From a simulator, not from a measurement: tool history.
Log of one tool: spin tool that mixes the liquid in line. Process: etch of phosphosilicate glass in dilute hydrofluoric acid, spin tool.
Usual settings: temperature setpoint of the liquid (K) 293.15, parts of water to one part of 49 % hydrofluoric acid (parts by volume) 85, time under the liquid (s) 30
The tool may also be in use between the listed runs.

run	hour	temperature setpoint of the liquid (K)	parts of water to one part of 49 % hydrofluoric acid (parts by volume)	time under the liquid (s)	read-back film thickness of the phosphosilicate glass reference wafer, read on the same gauge (nm)	thickness taken off the phosphosilicate glass on a monitor wafer (nm)
1	0	293.15	75	30	70.02	45.19
2	11.8	293.15	85	30	70.01	39.46
3	18.4	293.15	85	30	69.99	39.71
4	35.2	293.15	85	30	70	40.2
5	41.3	293.15	85	30	70.01	38.96
6	53.8	291.15	85	30	69.95	36.18
7	70.1	291.15	85	30	69.98	36.2
8	78.8	291.15	85	30	69.99	36.04
9	89.3	293.15	55	30	69.98	63.73
10	97	293.15	55	30	69.98	64.04
# hour 107.2: gauge calibrated
11	107.9	293.15	85	20	69.98	25.95
12	121.4	293.15	85	20	70.01	26.37
13	129.5	293.15	85	20	70.03	26.43
# hour 132.2: hydrofluoric acid flow meter replaced
14	137.4	293.15	85	30	69.96	40.44
15	175.9	297.15	110	15	70.04	17.4
16	183.2	293.15	115	40	69.97	38.03
17	197.5	298.15	85	35	70	57.16
18	215.1	291.65	75	40	69.96	56.13
# hour 220.6: thermometer replaced
19	228	293.15	85	30	69.99	39.52
20	239	294.65	125	30	69.98	27.18
21	245	293.15	85	30	70.05	39
22	260.2	293.15	95	35	70	40.33
23	267.3	293.15	55	50	69.99	105.33

The next listed run, before its measurement:
24	276.2	290.15	115	25	?	?

Run 24 gave read-back film thickness of the phosphosilicate glass reference wafer, read on the same gauge (nm) 70.01, thickness taken off the phosphosilicate glass on a monitor wafer (nm) 20.26.
Without the tool's hidden state the same run would have given thickness taken off the phosphosilicate glass on a monitor wafer (nm) 20.26.
